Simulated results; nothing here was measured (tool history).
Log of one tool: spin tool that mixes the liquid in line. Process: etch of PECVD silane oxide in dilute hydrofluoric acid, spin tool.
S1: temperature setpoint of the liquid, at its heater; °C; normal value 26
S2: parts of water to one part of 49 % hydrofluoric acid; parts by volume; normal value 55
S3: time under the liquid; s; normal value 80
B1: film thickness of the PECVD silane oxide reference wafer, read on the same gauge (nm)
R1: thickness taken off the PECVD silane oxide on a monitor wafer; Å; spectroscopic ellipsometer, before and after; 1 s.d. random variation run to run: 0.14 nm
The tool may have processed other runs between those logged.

Run 1, hour 0: usual settings but S3 105 s; B1 99.98. Result: R1 506.7 Å.
Run 2, hour 15.3: usual settings but S3 105 s; B1 99.99. Result: R1 512.6 Å.
Run 3, hour 47.5: usual settings but S3 105 s; B1 99.98. Result: R1 511.5 Å.
At hour 70.3: gauge calibrated.
Run 4, hour 70.4: usual settings but S3 65 s; B1 100.02. Result: R1 315.7 Å.
At hour 95: hydrofluoric acid flow meter replaced.
Run 5, hour 99.7: usual settings but S3 65 s; B1 100.01. Result: R1 304.2 Å.
Run 6, hour 118.3: usual settings; B1 100.02. Result: R1 376.1 Å.
Run 7, hour 140.2: usual settings; B1 100.02. Result: R1 373.1 Å.
Run 8, hour 172.8: usual settings but S2 35 parts by volume; B1 99.98. Result: R1 609.8 Å.
Run 9, hour 188.5: usual settings but S2 35 parts by volume; B1 99.99. Result: R1 613 Å.
Run 10, hour 202.8: usual settings; B1 99.99. Result: R1 380.1 Å.
Run 11, hour 237.9: usual settings; B1 99.98. Result: R1 379.9 Å.
At hour 246.6: thermometer replaced.
Run 12, hour 272: usual settings but S2 40 parts by volume; B1 100.02. Result: R1 532.8 Å.
Run 13, hour 306.4: usual settings but S2 40 parts by volume; B1 100. Result: R1 535.2 Å.
Run 14, hour 369.4: usual settings; B1 100. Result: R1 383 Å.
Run 15, hour 400.5: usual settings; B1 100. Result: R1 385.9 Å.
Run 16, hour 423.1: usual settings but S3 45 s; B1 100.02. Result: R1 215.7 Å.
Run 17, hour 445.4: usual settings but S1 22 °C, S2 80 parts by volume, S3 120 s; B1 100. Result: R1 326.8 Å.
Run 18, hour 462: usual settings but S3 100 s; B1 100. Result: R1 482.4 Å.
Run 19, hour 477.7: usual settings but S1 23 °C, S2 75 parts by volume, S3 40 s; B1 99.99. Result: R1 122.8 Å.
Run 20, hour 490.7: usual settings; B1 100.03. Result: R1 387.7 Å.
Run 21, hour 503.9: usual settings but S2 40 parts by volume, S3 60 s; B1 99.97. Result: R1 407.9 Å.
Run 22, hour 522.8: usual settings; B1 99.99. Result: R1 389.1 Å.
Run 23, hour 539.5: usual settings but S1 22.5 °C, S2 85 parts by volume, S3 30 s; B1 100.01. Result: R1 78.7 Å.
At hour 551.6: gauge calibrated.
At hour 553.6: hydrofluoric acid flow meter replaced.
Run 24, hour 574.4: usual settings but S1 27.5 °C, S2 65 parts by volume, S3 110 s; B1 99.99. Result: R1 456.6 Å.
Run 25, hour 588.5: usual settings; B1 100.01. Result: R1 375.9 Å.
Run 26, hour 602.1: usual settings but S1 23.5 °C, S2 65 parts by volume, S3 110 s; B1 100. Result: R1 388.3 Å.
Run 27, hour 636.3: usual settings but S1 29 °C, S2 45 parts by volume; B1 99.99. Result: R1 531.5 Å.
Run 28, hour 664.6: usual settings but S1 27.5 °C, S2 75 parts by volume; B1 100. Result: R1 285.1 Å.
Run 29, hour 682.6: usual settings; B1 99.99. Result: R1 380 Å.
Run 30, hour 717.4: usual settings but S2 40 parts by volume; B1 99.99. Result: R1 528.7 Å.

Forecast each of these 5 alternatives for the next run:
Run A, hour 717.8: usual settings; B1 ?. Result: R1 ?.
Run B, hour 717.8: usual settings but S2 35 parts by volume, S3 55 s; B1 ?. Result: R1 ?.
Run C, hour 717.8: usual settings but S1 22 °C, S2 25 parts by volume, S3 50 s; B1 ?. Result: R1 ?.
Run D, hour 717.8: usual settings but S1 23.5 °C, S2 65 parts by volume, S3 65 s; B1 ?. Result: R1 ?.
Run E, hour 717.8: usual settings but S3 130 s; B1 ?. Result: R1 ?.

run     B1     R1
  A  99.99  379.9
  B  99.99  421.9
  C  99.99  460.2
  D  99.99  232.9
  E  99.99  617.3
Stripped of hidden state, with their random variation kept, the same runs would have yielded:
run     R1
  A  371.7
  B    413
  C  450.7
  D  227.9
  E  604.1
